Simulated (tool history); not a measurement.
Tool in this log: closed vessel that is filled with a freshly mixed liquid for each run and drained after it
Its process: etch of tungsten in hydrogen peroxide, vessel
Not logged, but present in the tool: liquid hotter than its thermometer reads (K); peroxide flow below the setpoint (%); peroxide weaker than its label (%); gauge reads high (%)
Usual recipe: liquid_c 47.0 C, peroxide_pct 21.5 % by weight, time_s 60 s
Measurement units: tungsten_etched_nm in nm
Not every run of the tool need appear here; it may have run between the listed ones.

| run | hour | liquid_c | peroxide_pct | time_s | wafers since the last listed run | hours since the thermometer was replaced | hours since the peroxide flow meter was replaced | hours since the drum of peroxide was connected | hours since the gauge calibration | read-back film thickness of the tungsten reference wafer, read on the same gauge (nm) | tungsten_etched_nm |
|---|---|---|---|---|---|---|---|---|---|---|---|
| 1 | 0.0 | 47.0 | 21.5 | 60 | 0 | 560.4 | 570.9 | 15.1 | 914.1 | 89.99 | 135.85 |
| 2 | 49.1 | 47.0 | 21.5 | 60 | 3688 | 609.5 | 620.0 | 64.2 | 963.2 | 90.05 | 138.61 |
| 3 | 92.2 | 47.0 | 21.5 | 60 | 3237 | 652.6 | 663.1 | 107.3 | 1006.3 | 90.01 | 138.81 |
| 4 | 148.8 | 47.0 | 21.5 | 60 | 4251 | 709.2 | 719.7 | 163.9 | 1062.9 | 89.98 | 137.98 |
| 5 | 244.9 | 47.0 | 21.5 | 60 | 7218 | 805.3 | 815.8 | 260.0 | 1159.0 | 90.00 | 136.26 |
| 6 | 303.0 | 43.5 | 21.5 | 75 | 4364 | 863.4 | 873.9 | 318.1 | 1217.1 | 89.96 | 137.17 |
| 7 | 392.3 | 47.0 | 21.5 | 60 | 6707 | 952.7 | 963.2 | 407.4 | 1306.4 | 89.97 | 137.52 |
| 8 | 476.0 | 47.0 | 21.5 | 60 | 6286 | 1036.4 | 1046.9 | 491.1 | 1390.1 | 90.00 | 138.43 |
| 9 | 557.3 | 47.0 | 21.5 | 60 | 6106 | 1117.7 | 1128.2 | 572.4 | 1471.4 | 90.00 | 137.73 |
| 10 | 655.5 | 47.0 | 21.5 | 60 | 7376 | 1215.9 | 1226.4 | 670.6 | 1569.6 | 90.00 | 140.33 |
| 11 | 696.5 | 47.0 | 20.0 | 60 | 3079 | 1256.9 | 1267.4 | 711.6 | 1610.6 | 89.99 | 134.03 |
| 12 | 769.3 | 47.0 | 20.0 | 60 | 5468 | 1329.7 | 1340.2 | 784.4 | 1683.4 | 89.99 | 136.98 |
| 13 | 868.8 | 47.0 | 20.0 | 60 | 7473 | 1429.2 | 1439.7 | 883.9 | 1782.9 | 90.00 | 136.24 |
| 14 | 1100.5 | 47.0 | 21.5 | 60 | 17403 | 1660.9 | 1671.4 | 1115.6 | 2014.6 | 89.99 | 139.53 |
|  | 1117.3 | gauge calibrated |
| 15 | 1208.5 | 47.0 | 21.5 | 60 | 8112 | 1768.9 | 1779.4 | 1223.6 | 91.2 | 90.02 | 139.81 |
| 16 | 1267.6 | 47.0 | 21.5 | 60 | 4439 | 1828.0 | 1838.5 | 1282.7 | 150.3 | 90.01 | 141.10 |
| 17 | 1335.2 | 47.0 | 20.0 | 90 | 5077 | 1895.6 | 1906.1 | 1350.3 | 217.9 | 89.95 | 205.71 |
| 18 | 1435.6 | 47.0 | 24.0 | 60 | 7541 | 1996.0 | 2006.5 | 1450.7 | 318.3 | 89.99 | 149.48 |
|  | 1495.5 | thermometer replaced |
|  | 1500.0 | new drum of peroxide connected |
| 19 | 1527.7 | 37.5 | 18.0 | 60 | 6767 | 32.2 | 2098.6 | 27.7 | 410.4 | 90.00 | 65.97 |
| 20 | 1630.7 | 40.5 | 27.5 | 60 | 7736 | 135.2 | 2201.6 | 130.7 | 513.4 | 90.00 | 100.92 |
|  | 1686.8 | peroxide flow meter replaced |
| 21 | 1696.9 | 41.5 | 21.5 | 60 | 4897 | 201.4 | 10.1 | 196.9 | 579.6 | 90.01 | 94.84 |
| 22 | 1741.9 | 47.0 | 21.5 | 60 | 3380 | 246.4 | 55.1 | 241.9 | 624.6 | 90.03 | 133.39 |
| 23 | 1821.5 | 54.5 | 21.5 | 60 | 5978 | 326.0 | 134.7 | 321.5 | 704.2 | 90.01 | 213.02 |
| 24 | 1891.7 | 55.0 | 21.5 | 75 | 5272 | 396.2 | 204.9 | 391.7 | 774.4 | 89.98 | 274.67 |
| 25 | 1994.4 | 47.0 | 20.0 | 90 | 7714 | 498.9 | 307.6 | 494.4 | 877.1 | 90.03 | 194.27 |
| 26 | 2060.5 | 39.5 | 27.0 | 75 | 4964 | 565.0 | 373.7 | 560.5 | 943.2 | 89.98 | 116.00 |
| 27 | 2131.3 | 55.5 | 16.5 | 35 | 5317 | 635.8 | 444.5 | 631.3 | 1014.0 | 89.98 | 114.82 |
| 28 | 2220.5 | 40.0 | 25.0 | 45 | 6700 | 725.0 | 533.7 | 720.5 | 1103.2 | 89.97 | 70.50 |
| 29 | 2276.4 | 47.0 | 15.0 | 40 | 4198 | 780.9 | 589.6 | 776.4 | 1159.1 | 90.02 | 75.89 |
| 30 | 2350.8 | 47.0 | 25.0 | 60 | 5588 | 855.3 | 664.0 | 850.8 | 1233.5 | 89.97 | 148.04 |
| 31 | 2451.9 | 47.0 | 19.0 | 60 | 7593 | 956.4 | 765.1 | 951.9 | 1334.6 | 90.04 | 129.82 |

Difference, measured minus no-hidden-state, one row per run. Run-to-run variation is common to both terms; the gauge's own scatter need not be:
| run | tungsten_etched_nm |
|---|---|
| 1 | +4.02 |
| 2 | +4.33 |
| 3 | +4.51 |
| 4 | +4.68 |
| 5 | +4.99 |
| 6 | +5.44 |
| 7 | +5.70 |
| 8 | +5.98 |
| 9 | +6.29 |
| 10 | +6.85 |
| 11 | +6.62 |
| 12 | +7.04 |
| 13 | +7.42 |
| 14 | +8.47 |
| 15 | +8.85 |
| 16 | +9.18 |
| 17 | +13.71 |
| 18 | +10.38 |
| 19 | +0.16 |
| 20 | +0.52 |
| 21 | +0.73 |
| 22 | +1.10 |
| 23 | +2.08 |
| 24 | +3.08 |
| 25 | +3.06 |
| 26 | +2.23 |
| 27 | +2.01 |
| 28 | +1.74 |
| 29 | +1.82 |
| 30 | +3.85 |
| 31 | +3.77 |

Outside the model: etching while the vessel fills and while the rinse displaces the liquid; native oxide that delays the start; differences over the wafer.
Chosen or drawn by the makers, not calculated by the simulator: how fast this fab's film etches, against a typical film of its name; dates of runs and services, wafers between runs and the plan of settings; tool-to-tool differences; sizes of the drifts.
